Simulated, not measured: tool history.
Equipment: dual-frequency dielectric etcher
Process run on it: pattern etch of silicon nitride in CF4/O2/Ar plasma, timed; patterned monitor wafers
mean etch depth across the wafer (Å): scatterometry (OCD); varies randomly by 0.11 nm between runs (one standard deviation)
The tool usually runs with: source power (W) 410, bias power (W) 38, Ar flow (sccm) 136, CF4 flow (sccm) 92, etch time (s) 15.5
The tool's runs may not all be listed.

run,day,source power (W),bias power (W),Ar flow (sccm),CF4 flow (sccm),etch time (s),wafers since the last listed run,hours since the last wet clean,hours since the last source power generator calibration,hours since the last bias power generator calibration,hours since the last Ar flow controller change,hours since the last CF4 flow controller change,hours since the last upper electrode change,hours since the gauge calibration,"read-back reference wafer on the same gauge, depth_nm",mean etch depth across the wafer (Å)
1,0,410,38,136,92,15.5,0,283.2,2709.8,2533.5,4713.2,354.5,5044.8,1469.7,24.08,202.2
2,1.488,410,38,136,79,15.5,565,318.9,2745.5,2569.2,4748.9,390.2,5080.5,1505.4,24.11,199.3
3,3.592,450,35,136,92,15.5,799,369.4,2796,2619.7,4799.4,440.7,5131,1555.9,24.12,220.1
# day 4.517: gauge calibrated
4,6.3,410,45,136,92,18,1029,434.4,2861,2684.7,4864.4,505.7,5196,42.8,24.1,248.7
# day 8.004: source power generator calibrated
5,8.025,410,45,136,92,18,592,475.8,0.5,2726.1,4905.8,547.1,5237.4,84.2,24.13,245.6
6,10.529,410,45,136,92,18,952,535.9,60.6,2786.2,4965.9,607.2,5297.5,144.3,24.07,247.8
7,11.75,410,28,136,102,15.5,464,565.2,89.9,2815.5,4995.2,636.5,5326.8,173.6,24.11,188.7
# day 13.967: wet clean of the chamber
8,13.988,340,42,136,92,15.5,470,0.5,143.6,2869.2,5048.9,690.2,5380.5,227.3,24.06,170.7
# day 16.362: bias power generator calibrated
9,16.646,460,44,166,92,11,947,64.3,207.4,6.8,5112.7,754,5444.3,291.1,24.13,164.4
10,18.242,510,38,136,92,15.5,606,102.6,245.7,45.1,5151,792.3,5482.6,329.4,24.12,255.8
# day 19.175: Ar flow controller replaced
11,19.342,410,41,136,92,18.5,323,129,272.1,71.5,4,818.7,5509,355.8,24.04,244.5
12,20.667,410,38,136,92,17,503,160.8,303.9,103.3,35.8,850.5,5540.8,387.6,24.09,222.6
# day 21.921: upper electrode replaced
13,23.183,410,33,152,111,14,576,221.2,364.3,163.7,96.2,910.9,30.3,448,24.09,178.1
14,25.121,410,44,122,92,15.5,736,267.7,410.8,210.2,142.7,957.4,76.8,494.5,24.06,218.3
15,27.321,410,38,162,92,15.5,836,320.5,463.6,263,195.5,1010.2,129.6,547.3,24.1,196.7
16,33.996,410,38,136,83,12,2537,480.7,623.8,423.2,355.7,1170.4,289.8,707.5,24.1,154.1
17,35.758,410,42,136,92,13.5,670,523,666.1,465.5,398,1212.7,332.1,749.8,24.08,181.8
18,36.833,360,38,170,107,15.5,408,548.8,691.9,491.3,423.8,1238.5,357.9,775.6,24.1,173.7
19,38.938,410,38,122,92,15.5,799,599.3,742.4,541.8,474.3,1289,408.4,826.1,24.1,206.4
# day 40.767: wet clean of the chamber
20,40.788,510,38,159,92,15.5,323,0.5,786.8,586.2,518.7,1333.4,452.8,870.5,24.13,249.9
21,41.3,350,33,136,84,18.5,194,12.8,799.1,598.5,531,1345.7,465.1,882.8,24.12,194.6

4 ways to go on from here, each from the tool as it stands after run 21. What would each give?
A,41.317,410,38,136,92,15.5,6,13.2,799.5,598.9,531.4,1346.1,465.5,883.2,?,?
B,41.317,410,38,136,71,15.5,6,13.2,799.5,598.9,531.4,1346.1,465.5,883.2,?,?
C,41.317,480,38,136,92,18.5,6,13.2,799.5,598.9,531.4,1346.1,465.5,883.2,?,?
D,41.317,410,34,136,92,12,6,13.2,799.5,598.9,531.4,1346.1,465.5,883.2,?,?

run,"read-back reference wafer on the same gauge, depth_nm",mean etch depth across the wafer (Å)
A,24.1,203.6
B,24.1,195.2
C,24.1,286.2
D,24.1,153
The same runs, with their run-to-run variation unchanged, on a tool lacking any hidden condition would have given:
run,mean etch depth across the wafer (Å)
A,203.6
B,195.2
C,286.2
D,153
